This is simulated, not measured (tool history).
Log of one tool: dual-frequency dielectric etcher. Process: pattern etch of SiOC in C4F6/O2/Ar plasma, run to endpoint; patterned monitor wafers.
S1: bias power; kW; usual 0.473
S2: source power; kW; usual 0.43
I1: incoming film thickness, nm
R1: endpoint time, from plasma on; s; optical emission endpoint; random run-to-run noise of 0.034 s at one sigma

| run | hour | S1 | S2 | I1 | R1 |
|---|---|---|---|---|---|
| 1 | 0 | 0.42 | 0.41 | 29.45 | 10.6 |
| 2 | 256.5 | 0.42 | 0.41 | 29.46 | 10.5 |
| 3 | 358.3 | 0.473 | 0.46 | 29.26 | 9.7 |
|  | 435.8 | wet clean of the chamber |
| 4 | 453 | 0.473 | 0.43 | 29.4 | 10.1 |
| 5 | 494.5 | 0.473 | 0.43 | 29.48 | 10.1 |
| 6 | 566.9 | 0.473 | 0.43 | 29.54 | 10.1 |
| 7 | 640.1 | 0.393 | 0.43 | 29.49 | 10.6 |
|  | 645.4 | bias power generator calibrated |
| 8 | 691.7 | 0.473 | 0.43 | 29.39 | 10 |
| 9 | 734.5 | 0.473 | 0.43 | 29.41 | 10 |
|  | 809 | upper electrode replaced |
| 10 | 842.3 | 0.473 | 0.43 | 29.32 | 9.9 |
|  | 912.3 | wet clean of the chamber |
| 11 | 912.8 | 0.473 | 0.43 | 29.31 | 10.1 |
| 12 | 996.4 | 0.473 | 0.43 | 29.12 | 10 |
| 13 | 1097.1 | 0.571 | 0.37 | 29.51 | 9.9 |
|  | 1127.3 | source power generator calibrated |
| 14 | 1139.1 | 0.473 | 0.43 | 29.15 | 10 |
| 15 | 1224.1 | 0.416 | 0.53 | 29.64 | 9.9 |
| 16 | 1301.5 | 0.571 | 0.49 | 29.67 | 9.2 |
|  | 1403.4 | wet clean of the chamber |
| 17 | 1403.9 | 0.529 | 0.4 | 29.52 | 10 |
| 18 | 1437.5 | 0.473 | 0.52 | 29.32 | 9.6 |
| 19 | 1506.2 | 0.429 | 0.39 | 29.35 | 10.6 |
| 20 | 1543 | 0.473 | 0.43 | 29.76 | 10.1 |
| 21 | 1599.7 | 0.473 | 0.43 | 29.52 | 10.1 |
| 22 | 1667 | 0.441 | 0.51 | 29.35 | 9.7 |
| 23 | 1752.8 | 0.57 | 0.37 | 29.79 | 9.9 |
| 24 | 1828 | 0.529 | 0.37 | 29.57 | 10 |

Each row is a separate what-if for the run after 24, all from the same tool condition, not one after another. Results?
| A | 1828.4 | 0.473 | 0.38 | 29.54 | ? |
| B | 1828.4 | 0.409 | 0.39 | 29.54 | ? |
| C | 1828.4 | 0.441 | 0.39 | 29.54 | ? |
| D | 1828.4 | 0.391 | 0.39 | 29.54 | ? |
| E | 1828.4 | 0.588 | 0.33 | 29.54 | ? |

| run | R1 |
|---|---|
| A | 10.3 |
| B | 10.7 |
| C | 10.5 |
| D | 10.8 |
| E | 10 |
Stripped of hidden state, with their random variation kept, the same runs would have yielded:
| run | R1 |
|---|---|
| A | 10.5 |
| B | 10.9 |
| C | 10.7 |
| D | 11.1 |
| E | 10.2 |

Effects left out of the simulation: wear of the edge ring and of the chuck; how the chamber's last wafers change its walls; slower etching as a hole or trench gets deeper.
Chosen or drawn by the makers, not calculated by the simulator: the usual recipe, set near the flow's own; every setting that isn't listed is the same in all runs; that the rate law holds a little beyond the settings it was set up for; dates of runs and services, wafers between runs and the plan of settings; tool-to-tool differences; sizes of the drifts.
